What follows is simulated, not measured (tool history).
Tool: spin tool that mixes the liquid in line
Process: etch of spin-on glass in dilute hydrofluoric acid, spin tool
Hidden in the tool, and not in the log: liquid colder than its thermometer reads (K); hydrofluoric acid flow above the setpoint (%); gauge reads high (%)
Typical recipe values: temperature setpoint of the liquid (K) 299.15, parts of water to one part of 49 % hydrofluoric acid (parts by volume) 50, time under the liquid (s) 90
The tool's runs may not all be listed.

run	hour	temperature setpoint of the liquid (K)	parts of water to one part of 49 % hydrofluoric acid (parts by volume)	time under the liquid (s)	wafers since the last listed run	hours since the thermometer was replaced	hours since the hydrofluoric acid flow meter was replaced	hours since the gauge calibration	read-back film thickness of the spin-on glass reference wafer, read on the same gauge (nm)	thickness taken off the spin-on glass on a monitor wafer (Å)
1	0.0	299.15	50	90	0	813.8	153.6	476.2	120.02	479.9
2	18.4	299.15	50	90	261	832.2	172.0	494.6	120.02	480.6
3	126.0	300.65	50	90	1527	939.8	279.6	602.2	119.99	504.3
4	149.3	299.15	50	125	330	963.1	302.9	625.5	120.02	671.4
5	248.3	299.15	50	125	1405	1062.1	401.9	724.5	120.00	667.5
# hour 269.3: gauge calibrated
6	271.3	299.15	50	65	326	1085.1	424.9	2.0	119.98	346.3
7	296.5	299.15	50	65	357	1110.3	450.1	27.2	120.01	341.8
8	330.3	299.15	50	65	479	1144.1	483.9	61.0	120.03	349.7
9	359.1	299.15	35	90	408	1172.9	512.7	89.8	120.03	701.1
10	388.5	302.15	50	105	417	1202.3	542.1	119.2	120.00	631.8
# hour 407.7: thermometer replaced
11	408.3	303.65	50	70	266	0.6	561.9	139.0	120.01	443.6
12	425.1	299.15	50	105	238	17.4	578.7	155.8	120.02	558.2
13	458.4	295.65	30	45	472	50.7	612.0	189.1	120.00	357.6
14	470.5	294.65	25	90	171	62.8	624.1	201.2	119.98	829.4
# hour 479.0: hydrofluoric acid flow meter replaced
15	527.5	299.15	50	90	794	119.8	48.5	258.2	120.02	474.3
16	550.0	299.15	30	45	319	142.3	71.0	280.7	119.99	407.0
17	578.6	299.15	50	90	405	170.9	99.6	309.3	119.98	480.5
18	612.0	294.65	65	105	474	204.3	133.0	342.7	119.98	350.7

4 ways to go on from here, each from the tool as it stands after run 18. What would each give?
A	612.4	299.15	50	130	5	204.7	133.4	343.1	?	?
B	612.4	296.65	40	65	5	204.7	133.4	343.1	?	?
C	612.4	297.65	50	145	5	204.7	133.4	343.1	?	?
D	612.4	294.65	30	90	5	204.7	133.4	343.1	?	?

run	read-back film thickness of the spin-on glass reference wafer, read on the same gauge (nm)	thickness taken off the spin-on glass on a monitor wafer (Å)
A	119.98	694.3
B	119.98	397.0
C	119.98	728.5
D	119.98	682.4
Take away the tool's hidden state, keep each run's random variation, and the runs would have read:
run	thickness taken off the spin-on glass on a monitor wafer (Å)
A	694.3
B	397.0
C	728.5
D	682.4

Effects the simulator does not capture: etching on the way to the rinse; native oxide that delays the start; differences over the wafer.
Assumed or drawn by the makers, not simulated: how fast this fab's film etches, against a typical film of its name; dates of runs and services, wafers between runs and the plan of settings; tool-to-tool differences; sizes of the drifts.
